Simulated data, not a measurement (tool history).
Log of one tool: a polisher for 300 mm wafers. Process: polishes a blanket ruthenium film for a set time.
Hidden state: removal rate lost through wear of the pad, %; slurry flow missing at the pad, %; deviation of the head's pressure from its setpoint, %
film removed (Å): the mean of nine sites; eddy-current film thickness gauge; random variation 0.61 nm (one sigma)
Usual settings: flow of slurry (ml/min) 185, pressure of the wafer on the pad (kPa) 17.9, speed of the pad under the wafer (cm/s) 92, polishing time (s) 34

| run | hour | flow of slurry (ml/min) | pressure of the wafer on the pad (kPa) | speed of the pad under the wafer (cm/s) | polishing time (s) | wafers since the last listed run | wafers polished on this pad | hours since the slurry nozzle was cleaned | hours since the head pressure was calibrated | incoming thickness of the incoming film, nm | film removed (Å) |
|---|---|---|---|---|---|---|---|---|---|---|---|
| 1 | 0 | 200 | 17.9 | 92 | 34 | 0 | 314 | 516.3 | 853.1 | 425.2 | 415 |
| 2 | 10.1 | 200 | 17.9 | 92 | 34 | 160 | 475 | 526.4 | 863.2 | 433.9 | 418 |
| 3 | 24.9 | 200 | 17.9 | 92 | 34 | 235 | 711 | 541.2 | 878 | 423.7 | 407 |
| 4 | 36.8 | 185 | 20 | 92 | 34 | 189 | 900 | 553.1 | 889.9 | 437.9 | 440 |
| 5 | 46 | 185 | 17.9 | 92 | 34 | 146 | 1046 | 562.3 | 899.1 | 427.9 | 402 |
|  | 57.1 | worn pad replaced by a new one |
| 6 | 71 | 185 | 17.9 | 92 | 34 | 334 | 221 | 587.3 | 924.1 | 431.3 | 399 |
| 7 | 81.8 | 185 | 17.9 | 92 | 34 | 171 | 393 | 598.1 | 934.9 | 434.6 | 410 |
| 8 | 97.5 | 185 | 17.9 | 92 | 34 | 249 | 643 | 613.8 | 950.6 | 435.8 | 414 |
| 9 | 105.5 | 185 | 17.9 | 92 | 34 | 127 | 770 | 621.8 | 958.6 | 425.4 | 411 |
|  | 123.6 | worn pad replaced by a new one |
| 10 | 141.3 | 185 | 17.9 | 92 | 34 | 506 | 282 | 657.6 | 994.4 | 436.2 | 412 |
|  | 163.5 | head pressure recalibrated |
|  | 188.5 | worn pad replaced by a new one |
| 11 | 189 | 185 | 13.8 | 92 | 34 | 663 | 7 | 705.3 | 25.5 | 431.9 | 326 |
| 12 | 210.1 | 185 | 13.8 | 92 | 34 | 335 | 343 | 726.4 | 46.6 | 427.8 | 333 |
| 13 | 224.2 | 185 | 17.9 | 92 | 34 | 224 | 567 | 740.5 | 60.7 | 429.2 | 408 |
| 14 | 231.4 | 185 | 21.4 | 92 | 34 | 114 | 682 | 747.7 | 67.9 | 430.8 | 462 |
| 15 | 238.5 | 185 | 14.5 | 118 | 34 | 112 | 795 | 754.8 | 75 | 425.3 | 430 |
|  | 245.5 | slurry nozzle cleaned |
| 16 | 250.2 | 235 | 22.8 | 92 | 39 | 170 | 965 | 4.7 | 86.7 | 428.5 | 577 |
|  | 260.8 | worn pad replaced by a new one |
| 17 | 263 | 225 | 16.5 | 64 | 39 | 140 | 35 | 17.5 | 99.5 | 426.7 | 342 |
| 18 | 271.1 | 170 | 22.1 | 76 | 34 | 128 | 164 | 25.6 | 107.6 | 427.4 | 407 |
| 19 | 283.9 | 185 | 17.9 | 122 | 34 | 203 | 368 | 38.4 | 120.4 | 429.1 | 529 |
| 20 | 295 | 245 | 17.9 | 92 | 40 | 176 | 544 | 49.5 | 131.5 | 427.3 | 491 |
| 21 | 306.4 | 185 | 17.9 | 74 | 34 | 181 | 726 | 60.9 | 142.9 | 435.8 | 339 |
| 22 | 317 | 185 | 17.9 | 92 | 34 | 168 | 894 | 71.5 | 153.5 | 430.2 | 407 |
| 23 | 328.1 | 185 | 17.9 | 92 | 34 | 176 | 1071 | 82.6 | 164.6 | 431.7 | 414 |
|  | 336.7 | worn pad replaced by a new one |
| 24 | 343 | 185 | 17.9 | 92 | 38 | 173 | 100 | 97.5 | 179.5 | 429.5 | 449 |

4 ways to go on from here, each from the tool as it stands after run 24. What would each give?
| A | 343.4 | 140 | 17.9 | 92 | 34 | 6 | 107 | 97.9 | 179.9 | 428.3 | ? |
| B | 343.4 | 185 | 13.1 | 92 | 46 | 6 | 107 | 97.9 | 179.9 | 428.3 | ? |
| C | 343.4 | 140 | 17.9 | 92 | 28 | 6 | 107 | 97.9 | 179.9 | 428.3 | ? |
| D | 343.4 | 185 | 17.9 | 92 | 41 | 6 | 107 | 97.9 | 179.9 | 428.3 | ? |

| run | film removed (Å) |
|---|---|
| A | 382 |
| B | 426 |
| C | 315 |
| D | 480 |
Without the tool's hidden state the same runs would have given:
| run | film removed (Å) |
|---|---|
| A | 382 |
| B | 426 |
| C | 315 |
| D | 480 |
